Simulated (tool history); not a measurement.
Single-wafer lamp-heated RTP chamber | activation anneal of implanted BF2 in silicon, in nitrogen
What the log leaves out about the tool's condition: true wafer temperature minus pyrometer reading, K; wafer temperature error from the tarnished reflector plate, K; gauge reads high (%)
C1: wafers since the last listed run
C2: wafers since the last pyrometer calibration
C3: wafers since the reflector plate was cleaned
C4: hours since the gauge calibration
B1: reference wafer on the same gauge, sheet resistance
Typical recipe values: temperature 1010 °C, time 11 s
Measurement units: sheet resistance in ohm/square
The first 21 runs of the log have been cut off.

Run 22, hour 1748.1: usual settings but temperature 999 °C, time 6 s; C1 756; C2 9135; C3 9635; C4 4177.4; B1 252.88. Result: sheet resistance 234.84 ohm/square.
At hour 1770.3: gauge calibrated.
At hour 1795.9: reflector plate cleaned.
At hour 1817.6: pyrometer window cleaned and pyrometer calibrated.
Run 23, hour 1997.6: usual settings but temperature 1002 °C, time 5 s; C1 3932; C2 3030; C3 3262; C4 227.3; B1 253.01. Result: sheet resistance 241 ohm/square.
Run 24, hour 2067.1: usual settings; C1 1170; C2 4201; C3 4432; C4 296.8; B1 252.89. Result: sheet resistance 207.97 ohm/square.
Run 25, hour 2342.5: usual settings but temperature 995 °C, time 15 s; C1 4637; C2 8839; C3 9070; C4 572.2; B1 253.07. Result: sheet resistance 214.53 ohm/square.
At hour 2377.7: pyrometer window cleaned and pyrometer calibrated.
Run 26, hour 2438.4: usual settings; C1 1480; C2 1022; C3 10550; C4 668.1; B1 253.22. Result: sheet resistance 201.63 ohm/square.
At hour 2480.9: reflector plate cleaned.
Run 27, hour 2483.8: usual settings but temperature 1021 °C, time 14 s; C1 629; C2 1652; C3 49; C4 713.5; B1 252.87. Result: sheet resistance 188.01 ohm/square.
Run 28, hour 2548.1: usual settings but temperature 1036 °C, time 13 s; C1 1082; C2 2735; C3 1131; C4 777.8; B1 252.65. Result: sheet resistance 172.16 ohm/square.
Run 29, hour 2612.2: usual settings but temperature 1039 °C, time 17 s; C1 1079; C2 3814; C3 2211; C4 841.9; B1 253.19. Result: sheet resistance 161.74 ohm/square.
Run 30, hour 2749.4: usual settings but temperature 1000 °C, time 8 s; C1 2310; C2 6125; C3 4521; C4 979.1; B1 252.87. Result: sheet resistance 230.52 ohm/square.
Run 31, hour 2792.2: usual settings but temperature 992 °C, time 8 s; C1 720; C2 6846; C3 5242; C4 1021.9; B1 252.79. Result: sheet resistance 239.86 ohm/square.
Run 32, hour 2851.1: usual settings; C1 991; C2 7838; C3 6234; C4 1080.8; B1 253.34. Result: sheet resistance 205.18 ohm/square.
Run 33, hour 2890.8: usual settings; C1 668; C2 8506; C3 6903; C4 1120.5; B1 252.82. Result: sheet resistance 204.75 ohm/square.
Run 34, hour 2946.1: usual settings but temperature 987 °C, time 17 s; C1 931; C2 9437; C3 7834; C4 1175.8; B1 253.28. Result: sheet resistance 224.69 ohm/square.
At hour 3022.3: pyrometer window cleaned and pyrometer calibrated.
Run 35, hour 3025.4: usual settings but temperature 1035 °C; C1 1200; C2 52; C3 9035; C4 1255.1; B1 252.78. Result: sheet resistance 172.99 ohm/square.

Forecast each of these 5 alternatives for the next run:
Run A, hour 3025.8: usual settings; C1 6; C2 59; C3 9041; C4 1255.5; B1 ?. Result: sheet resistance ?.
Run B, hour 3025.8: usual settings but temperature 991 °C, time 9 s; C1 6; C2 59; C3 9041; C4 1255.5; B1 ?. Result: sheet resistance ?.
Run C, hour 3025.8: usual settings but time 5 s; C1 6; C2 59; C3 9041; C4 1255.5; B1 ?. Result: sheet resistance ?.
Run D, hour 3025.8: usual settings but temperature 1037 °C, time 14 s; C1 6; C2 59; C3 9041; C4 1255.5; B1 ?. Result: sheet resistance ?.
Run E, hour 3025.8: usual settings but temperature 1025 °C; C1 6; C2 59; C3 9041; C4 1255.5; B1 ?. Result: sheet resistance ?.

run      B1  sheet resistance
  A  252.66            203.35
  B  252.66            236.66
  C  252.66             225.5
  D  252.66            164.86
  E  252.66             183.9
Take away the tool's hidden state, keep each run's random variation, and the runs would have read:
run  sheet resistance
  A            212.92
  B             247.3
  C            234.45
  D            171.57
  E            192.54
